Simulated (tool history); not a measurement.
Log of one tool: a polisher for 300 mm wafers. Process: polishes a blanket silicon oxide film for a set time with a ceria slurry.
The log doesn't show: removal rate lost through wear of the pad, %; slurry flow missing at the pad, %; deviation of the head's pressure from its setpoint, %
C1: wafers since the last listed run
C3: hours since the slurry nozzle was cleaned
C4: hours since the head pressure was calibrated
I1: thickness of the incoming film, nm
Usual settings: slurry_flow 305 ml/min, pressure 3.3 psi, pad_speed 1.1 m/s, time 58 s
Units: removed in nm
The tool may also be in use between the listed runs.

Run 1, day 0: usual settings; C1 0; wafers polished on this pad 1381; C3 219.1; C4 634.7; I1 838.2. Result: removed 317.1 nm.
Run 2, day 4.108: usual settings; C1 1157; wafers polished on this pad 2538; C3 317.7; C4 733.3; I1 827.9. Result: removed 319.5 nm.
Run 3, day 7.029: usual settings; C1 822; wafers polished on this pad 3361; C3 387.8; C4 803.4; I1 837.3. Result: removed 308.1 nm.
Run 4, day 11.175: usual settings; C1 1167; wafers polished on this pad 4528; C3 487.3; C4 902.9; I1 841.5. Result: removed 305.8 nm.
Run 5, day 14.775: usual settings; C1 1013; wafers polished on this pad 5542; C3 573.7; C4 989.3; I1 823.1. Result: removed 309.5 nm.
At day 15.446: head pressure recalibrated.
Run 6, day 17.129: usual settings; C1 639; wafers polished on this pad 6182; C3 630.2; C4 40.4; I1 827. Result: removed 286.1 nm.
At day 18.238: slurry nozzle cleaned.
Run 7, day 20: usual settings; C1 796; wafers polished on this pad 6979; C3 42.3; C4 109.3; I1 835.8. Result: removed 290 nm.
At day 20.438: worn pad replaced by a new one.
Run 8, day 21.508: usual settings; C1 377; wafers polished on this pad 301; C3 78.5; C4 145.5; I1 811.6. Result: removed 329.3 nm.
Run 9, day 24.025: usual settings; C1 708; wafers polished on this pad 1010; C3 138.9; C4 205.9; I1 829.8. Result: removed 322 nm.
Run 10, day 27.625: usual settings; C1 1013; wafers polished on this pad 2024; C3 225.3; C4 292.3; I1 826.2. Result: removed 317.4 nm.
Run 11, day 31.092: usual settings but pad_speed 1.34 m/s; C1 976; wafers polished on this pad 3000; C3 308.5; C4 375.5; I1 832.7. Result: removed 366.5 nm.
Run 12, day 35.133: usual settings but pad_speed 1.34 m/s; C1 1138; wafers polished on this pad 4138; C3 405.5; C4 472.5; I1 828.9. Result: removed 346.2 nm.
Run 13, day 38.992: usual settings but pressure 3.6 psi, pad_speed 1.02 m/s; C1 1086; wafers polished on this pad 5225; C3 498.1; C4 565.1; I1 845.4. Result: removed 304.8 nm.
At day 41.717: worn pad replaced by a new one.
Run 14, day 42.2: usual settings but slurry_flow 360 ml/min, pressure 4.1 psi; C1 856; wafers polished on this pad 135; C3 575.1; C4 642.1; I1 838.9. Result: removed 428.1 nm.
At day 44.079: slurry nozzle cleaned.
Run 15, day 45.283: usual settings; C1 856; wafers polished on this pad 992; C3 28.9; C4 716.1; I1 838.1. Result: removed 330.4 nm.
Run 16, day 49.504: usual settings; C1 1188; wafers polished on this pad 2181; C3 130.2; C4 817.4; I1 846.6. Result: removed 319.9 nm.
Run 17, day 53.767: usual settings but pressure 4.1 psi; C1 1200; wafers polished on this pad 3381; C3 232.5; C4 919.7; I1 826.6. Result: removed 383.3 nm.
Run 18, day 55.896: usual settings but slurry_flow 255 ml/min, pad_speed 1 m/s; C1 599; wafers polished on this pad 3981; C3 283.6; C4 970.8; I1 835.5. Result: removed 281.1 nm.
Run 19, day 57.829: usual settings but slurry_flow 340 ml/min, pressure 4 psi, time 40 s; C1 544; wafers polished on this pad 4525; C3 330; C4 1017.2; I1 834.4. Result: removed 261.7 nm.
At day 59.083: head pressure recalibrated.
Run 20, day 61.317: usual settings; C1 958; wafers polished on this pad 5484; C3 413.7; C4 53.6; I1 821.3. Result: removed 298.5 nm.
Run 21, day 63.983: usual settings but slurry_flow 390 ml/min; C1 751; wafers polished on this pad 6235; C3 477.7; C4 117.6; I1 847.9. Result: removed 308.4 nm.
At day 66.829: worn pad replaced by a new one.
Run 22, day 68.2: usual settings but slurry_flow 400 ml/min, pressure 4 psi, pad_speed 0.98 m/s, time 76 s; C1 1140; wafers polished on this pad 386; C3 578.9; C4 218.8; I1 816.8. Result: removed 468.2 nm.
Run 23, day 70.225: usual settings but pressure 3.8 psi, pad_speed 0.76 m/s; C1 570; wafers polished on this pad 956; C3 627.5; C4 267.4; I1 843.1. Result: removed 268.2 nm.
Run 24, day 72.342: usual settings but slurry_flow 330 ml/min, pressure 4 psi; C1 596; wafers polished on this pad 1552; C3 678.3; C4 318.2; I1 837.6. Result: removed 384.6 nm.
At day 73.617: slurry nozzle cleaned.
Run 25, day 83.2: usual settings; C1 3046; wafers polished on this pad 4599; C3 230; C4 578.8; I1 833.1. Result: removed 307.4 nm.
Run 26, day 84.9: usual settings but pressure 2.3 psi; C1 478; wafers polished on this pad 5078; C3 270.8; C4 619.6; I1 832.9. Result: removed 219.6 nm.
Run 27, day 88.762: usual settings; C1 1087; wafers polished on this pad 6166; C3 363.5; C4 712.3; I1 845. Result: removed 306.8 nm.
At day 90.479: worn pad replaced by a new one.
At day 98.433: head pressure recalibrated.
Run 28, day 100.321: usual settings but slurry_flow 385 ml/min, time 78 s; C1 3184; wafers polished on this pad 2748; C3 640.9; C4 45.3; I1 825.8. Result: removed 415.7 nm.
Run 29, day 104.217: usual settings but pad_speed 1.34 m/s; C1 1097; wafers polished on this pad 3846; C3 734.4; C4 138.8; I1 831.6. Result: removed 365.2 nm.
At day 104.329: slurry nozzle cleaned.
Run 30, day 107.35: usual settings but slurry_flow 230 ml/min, time 44 s; C1 870; wafers polished on this pad 4716; C3 72.5; C4 214; I1 825.4. Result: removed 216.6 nm.
Run 31, day 110.238: usual settings but slurry_flow 250 ml/min, pressure 2.4 psi, pad_speed 0.74 m/s, time 65 s; C1 813; wafers polished on this pad 5530; C3 141.8; C4 283.3; I1 829.3. Result: removed 172.7 nm.
At day 111.842: worn pad replaced by a new one.
Run 32, day 118.125: usual settings but pressure 3.8 psi, pad_speed 0.88 m/s; C1 2174; wafers polished on this pad 1769; C3 331.1; C4 472.6; I1 827.9. Result: removed 288.2 nm.

Forecast each of these 4 alternatives for the next run:
Run A, day 118.142: usual settings but pressure 3.8 psi; C1 4; wafers polished on this pad 1773; C3 331.5; C4 473; I1 821.7. Result: removed ?.
Run B, day 118.142: usual settings but slurry_flow 210 ml/min; C1 4; wafers polished on this pad 1773; C3 331.5; C4 473; I1 821.7. Result: removed ?.
Run C, day 118.142: usual settings but slurry_flow 200 ml/min, pad_speed 1.3 m/s; C1 4; wafers polished on this pad 1773; C3 331.5; C4 473; I1 821.7. Result: removed ?.
Run D, day 118.142: usual settings but pressure 2.5 psi; C1 4; wafers polished on this pad 1773; C3 331.5; C4 473; I1 821.7. Result: removed ?.

run  removed
  A    368.1
  B    313.9
  C    363.3
  D    247.9
Without the tool's hidden state the same runs would have given:
run  removed
  A    396.9
  B    338.5
  C    391.7
  D    267.2
